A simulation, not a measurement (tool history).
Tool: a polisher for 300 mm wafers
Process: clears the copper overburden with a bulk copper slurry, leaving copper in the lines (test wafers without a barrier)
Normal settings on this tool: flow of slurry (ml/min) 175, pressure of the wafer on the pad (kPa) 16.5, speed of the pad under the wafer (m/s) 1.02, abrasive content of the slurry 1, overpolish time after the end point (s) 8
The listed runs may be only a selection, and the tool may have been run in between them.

run	day	flow of slurry (ml/min)	pressure of the wafer on the pad (kPa)	speed of the pad under the wafer (m/s)	abrasive content of the slurry	overpolish time after the end point (s)	incoming thickness of the incoming film, nm	time until the end point was called (s)	dishing of a wide line in a test structure (nm)
1	0	175	16.5	1.02	1	8	1126.6	176	29.2
2	1.242	175	16.5	1.02	0.85	8	1106.2	193.9	27.7
3	2.662	175	16.5	1.02	0.85	8	1096.9	186.6	27.4
4	3.512	175	16.5	1.02	0.85	8	1105.7	188	27.5
5	4.35	175	18.6	1.02	1	7	1111.4	169.3	26.7
6	5.129	150	16.5	1.12	1	8	1105.6	191.2	27.5
7	6.138	150	16.5	1.12	1	8	1110.7	194.4	26.5
# day 6.679: worn pad replaced by a new one
# day 8.217: head pressure recalibrated
8	10.375	150	16.5	1.12	1	8	1090.2	177.4	28
# day 10.767: slurry blender recalibrated
9	11.275	175	16.5	1.02	1	8	1123.9	198.4	27.8
10	12.396	175	16.5	1.02	1	8	1106.9	198.5	26.1
11	13.033	175	12.4	1.02	1	8	1109.8	267.4	20.7
12	14.425	175	12.4	1.02	1	8	1116.8	277.5	20.3
# day 15.021: worn pad replaced by a new one
13	15.538	175	16.5	1.02	0.7	8	1117.7	208.5	26
# day 17.783: slurry nozzle cleaned
14	19.862	145	14.5	1.02	1.25	8	1095.2	196.6	26.3
15	20.979	175	16.5	0.72	1	8	1124.7	229.1	23.9
16	21.967	125	13.8	0.8	1.25	8	1112.2	272	20.7
# day 22.821: worn pad replaced by a new one
# day 23.017: head pressure recalibrated
17	23.038	175	16.5	1.02	1	8	1120	179.9	29.3
18	24.408	145	14.5	1.02	0.7	8	1110.5	223.3	23.4
19	25.296	235	21.4	0.82	1	9	1127.6	151.4	35.8
20	25.821	175	18.6	0.72	1	8	1097.6	191.5	27.2
# day 26.15: slurry blender recalibrated
21	26.517	175	16.5	1.02	1	8	1112.2	180.5	29.5
22	27.833	155	16.5	1.02	0.85	8	1115.4	198.6	27.7
23	28.533	175	16.5	1.02	1	8	1121	190.1	27.6
24	29.658	175	16.5	0.88	1	8	1098.1	209.1	25.5
25	30.396	205	16.5	1.02	1	13	1110.7	186.9	38.6
26	31.454	135	16.5	1.02	0.9	8	1111.7	217.9	25
# day 32.079: worn pad replaced by a new one
27	34.917	175	16.5	1.02	1	5	1123.5	185.2	19.4

Here are 5 independent what-if runs from the current tool condition. What would each one return?
A	34.938	175	16.5	1.02	1	8	1108.4	?	?
B	34.938	195	16.5	1.02	0.85	11	1108.4	?	?
C	34.938	175	16.5	1.02	0.9	10	1108.4	?	?
D	34.938	130	16.5	1.02	1.15	12	1108.4	?	?
E	34.938	225	16.5	1.02	1	13	1108.4	?	?

run	time until the end point was called (s)	dishing of a wide line in a test structure (nm)
A	183.6	27.6
B	186.2	34.1
C	187.9	31.8
D	191.8	35.4
E	175.3	39.3
Without the tool's hidden state the same runs would have given:
run	time until the end point was called (s)	dishing of a wide line in a test structure (nm)
A	169	29.3
B	172.1	35.9
C	172.9	33.7
D	173.7	37.7
E	163	41

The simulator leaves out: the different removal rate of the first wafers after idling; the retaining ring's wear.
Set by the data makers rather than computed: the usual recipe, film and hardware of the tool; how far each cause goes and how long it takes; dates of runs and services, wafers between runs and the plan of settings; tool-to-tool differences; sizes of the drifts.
